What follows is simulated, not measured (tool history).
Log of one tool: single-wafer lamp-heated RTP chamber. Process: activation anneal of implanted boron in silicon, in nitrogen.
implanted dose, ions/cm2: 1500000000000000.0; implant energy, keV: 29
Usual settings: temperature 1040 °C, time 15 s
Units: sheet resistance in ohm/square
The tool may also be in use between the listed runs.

| run | hour | temperature | time | wafers since the last listed run | wafers since the last pyrometer calibration | wafers since the reflector plate was cleaned | hours since the gauge calibration | read-back reference wafer on the same gauge, sheet resistance | sheet resistance |
|---|---|---|---|---|---|---|---|---|---|
| 1 | 0.0 | 1040 | 15 | 0 | 1079 | 7944 | 573.1 | 65.71 | 74.33 |
| 2 | 53.5 | 1040 | 15 | 767 | 1846 | 8712 | 626.6 | 65.75 | 74.47 |
| 3 | 87.7 | 1028 | 15 | 490 | 2337 | 9202 | 660.8 | 65.66 | 75.59 |
| 4 | 144.9 | 1040 | 15 | 820 | 3158 | 10023 | 718.0 | 65.70 | 74.30 |
| 5 | 210.6 | 1040 | 8 | 942 | 4101 | 10966 | 783.7 | 65.73 | 75.03 |
| 6 | 243.4 | 1040 | 8 | 470 | 4571 | 11437 | 816.5 | 65.71 | 75.25 |
| 7 | 302.6 | 1040 | 8 | 849 | 5421 | 12286 | 875.7 | 65.68 | 75.24 |
| 8 | 381.8 | 1040 | 15 | 1136 | 6557 | 13423 | 954.9 | 65.70 | 74.46 |
|  | 430.5 | gauge calibrated |
| 9 | 451.1 | 1040 | 15 | 994 | 7552 | 14417 | 20.6 | 65.68 | 74.39 |
|  | 467.3 | reflector plate cleaned |
| 10 | 475.2 | 1040 | 15 | 231 | 7783 | 113 | 44.7 | 65.69 | 75.45 |
| 11 | 526.7 | 1062 | 22 | 739 | 8522 | 852 | 96.2 | 65.67 | 73.04 |
|  | 587.7 | pyrometer window cleaned and pyrometer calibrated |
| 12 | 588.2 | 1021 | 8 | 767 | 7 | 1620 | 157.7 | 65.66 | 77.98 |
| 13 | 625.2 | 1057 | 22 | 530 | 538 | 2151 | 194.7 | 65.69 | 72.96 |
| 14 | 676.3 | 1040 | 15 | 733 | 1271 | 2884 | 245.8 | 65.74 | 74.67 |
| 15 | 703.4 | 1040 | 15 | 388 | 1660 | 3273 | 272.9 | 65.72 | 74.92 |
| 16 | 753.1 | 1069 | 17 | 713 | 2373 | 3986 | 322.6 | 65.71 | 73.19 |
| 17 | 804.7 | 1056 | 15 | 740 | 3114 | 4727 | 374.2 | 65.69 | 73.67 |
| 18 | 868.1 | 1040 | 15 | 909 | 4024 | 5637 | 437.6 | 65.69 | 74.69 |
| 19 | 918.8 | 1040 | 15 | 727 | 4751 | 6364 | 488.3 | 65.67 | 74.53 |
| 20 | 981.9 | 1019 | 9 | 905 | 5657 | 7270 | 551.4 | 65.71 | 77.59 |

4 ways to go on from here, each from the tool as it stands after run 20. What would each give?
| A | 982.3 | 1040 | 15 | 5 | 5662 | 7275 | 551.8 | ? | ? |
| B | 982.3 | 1070 | 15 | 5 | 5662 | 7275 | 551.8 | ? | ? |
| C | 982.3 | 1048 | 11 | 5 | 5662 | 7275 | 551.8 | ? | ? |
| D | 982.3 | 1029 | 15 | 5 | 5662 | 7275 | 551.8 | ? | ? |

| run | read-back reference wafer on the same gauge, sheet resistance | sheet resistance |
|---|---|---|
| A | 65.66 | 74.22 |
| B | 65.66 | 72.79 |
| C | 65.66 | 74.08 |
| D | 65.66 | 75.11 |
Without the tool's hidden state the same runs would have given:
| run | sheet resistance |
|---|---|
| A | 74.75 |
| B | 73.03 |
| C | 74.51 |
| D | 75.81 |

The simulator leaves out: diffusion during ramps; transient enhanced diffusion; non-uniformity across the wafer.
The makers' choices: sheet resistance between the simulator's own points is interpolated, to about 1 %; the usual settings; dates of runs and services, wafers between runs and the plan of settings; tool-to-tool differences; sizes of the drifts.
